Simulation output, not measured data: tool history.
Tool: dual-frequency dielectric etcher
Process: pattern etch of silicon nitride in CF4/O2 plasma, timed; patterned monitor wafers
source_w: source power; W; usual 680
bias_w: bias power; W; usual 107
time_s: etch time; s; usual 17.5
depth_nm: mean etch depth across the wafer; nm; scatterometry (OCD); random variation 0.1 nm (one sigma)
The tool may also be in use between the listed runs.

run	hour	source_w	bias_w	time_s	wafers since the last listed run	hours since the last wet clean	hours since the last source power generator calibration	hours since the last bias power generator calibration	hours since the last upper electrode change	hours since the gauge calibration	read-back reference wafer on the same gauge, depth_nm	depth_nm
1	0	680	107	17.5	0	187.8	983.5	4522.4	2707.7	2262.3	35.91	43.21
2	41.9	680	107	17.5	751	229.7	1025.4	4564.3	2749.6	2304.2	35.89	43.27
3	127.7	680	107	17.5	1539	315.5	1111.2	4650.1	2835.4	2390	35.9	43.07
4	175.8	680	107	17.5	863	363.6	1159.3	4698.2	2883.5	2438.1	35.9	43.2
# hour 210.7: bias power generator calibrated
5	273.4	600	117	17.5	1679	461.2	1256.9	62.7	2981.1	2535.7	35.89	41.35
# hour 349.2: wet clean of the chamber
6	372	600	117	17.5	1338	22.8	1355.5	161.3	3079.7	2634.3	35.9	41.42
7	447.4	810	107	17.5	1353	98.2	1430.9	236.7	3155.1	2709.7	35.92	48.34
8	533.8	680	107	17.5	1550	184.6	1517.3	323.1	3241.5	2796.1	35.9	43.27
9	625.9	680	107	17.5	1652	276.7	1609.4	415.2	3333.6	2888.2	35.91	43.06
# hour 644.3: gauge calibrated
10	688	680	107	17.5	1114	338.8	1671.5	477.3	3395.7	43.7	35.88	43.1
# hour 777.9: upper electrode replaced
11	778.4	680	107	17.5	1191	429.2	1761.9	567.7	0.5	134.1	35.9	43.18
12	804.9	530	120	17.5	475	455.7	1788.4	594.2	27	160.6	35.89	39.16
13	910.2	680	93	17.5	1889	561	1893.7	699.5	132.3	265.9	35.9	41.12
# hour 930.2: source power generator calibrated
# hour 959.7: wet clean of the chamber
14	960.2	770	81	15	394	0.5	30	749.5	182.3	315.9	35.92	35.95
15	1036.2	680	92	20	1363	76.5	106	825.5	258.3	391.9	35.9	46.64
16	1121	510	83	19	1521	161.3	190.8	910.3	343.1	476.7	35.87	36
17	1429	680	95	19	5527	469.3	498.8	1218.3	651.1	784.7	35.9	44.7
# hour 1550.1: wet clean of the chamber
18	1550.6	680	107	17.5	1751	0.5	620.4	1339.9	772.7	906.3	35.91	43.36
19	1583.2	840	118	19	585	33.1	653	1372.5	805.3	938.9	35.9	55.45
20	1627.4	750	85	19	793	77.3	697.2	1416.7	849.5	983.1	35.9	45.62
21	1685.1	600	89	19.5	1035	135	754.9	1474.4	907.2	1040.8	35.9	41.76
22	1770.1	610	90	16	1525	220	839.9	1559.4	992.2	1125.8	35.9	34.74
23	1838.9	730	107	17.5	1234	288.8	908.7	1628.2	1061	1194.6	35.9	45.11
24	1876.9	680	107	17.5	681	326.8	946.7	1666.2	1099	1232.6	35.91	43.13
25	1915.1	800	83	16	685	365	984.9	1704.4	1137.2	1270.8	35.91	39.77
26	2002.2	680	107	17.5	1563	452.1	1072	1791.5	1224.3	1357.9	35.89	43.31
27	2094.9	800	107	17.5	1663	544.8	1164.7	1884.2	1317	1450.6	35.91	47.71
# hour 2198.7: wet clean of the chamber
28	2199.2	680	107	17.5	1441	0.5	1269	1988.5	1421.3	1554.9	35.92	43.37
29	2246.7	680	81	17.5	852	48	1316.5	2036	1468.8	1602.4	35.9	38.78

Forecast each of these 5 alternatives for the next run:
A	2247.1	680	129	17.5	7	48.4	1316.9	2036.4	1469.2	1602.8	?	?
B	2247.1	840	86	13	7	48.4	1316.9	2036.4	1469.2	1602.8	?	?
C	2247.1	680	83	15	7	48.4	1316.9	2036.4	1469.2	1602.8	?	?
D	2247.1	730	86	14.5	7	48.4	1316.9	2036.4	1469.2	1602.8	?	?
E	2247.1	600	127	17.5	7	48.4	1316.9	2036.4	1469.2	1602.8	?	?

run	read-back reference wafer on the same gauge, depth_nm	depth_nm
A	35.9	46.48
B	35.9	33.83
C	35.9	33.7
D	35.9	34.49
E	35.9	42.9
Without the tool's hidden state the same runs would have given:
run	depth_nm
A	46.48
B	33.83
C	33.7
D	34.49
E	42.9

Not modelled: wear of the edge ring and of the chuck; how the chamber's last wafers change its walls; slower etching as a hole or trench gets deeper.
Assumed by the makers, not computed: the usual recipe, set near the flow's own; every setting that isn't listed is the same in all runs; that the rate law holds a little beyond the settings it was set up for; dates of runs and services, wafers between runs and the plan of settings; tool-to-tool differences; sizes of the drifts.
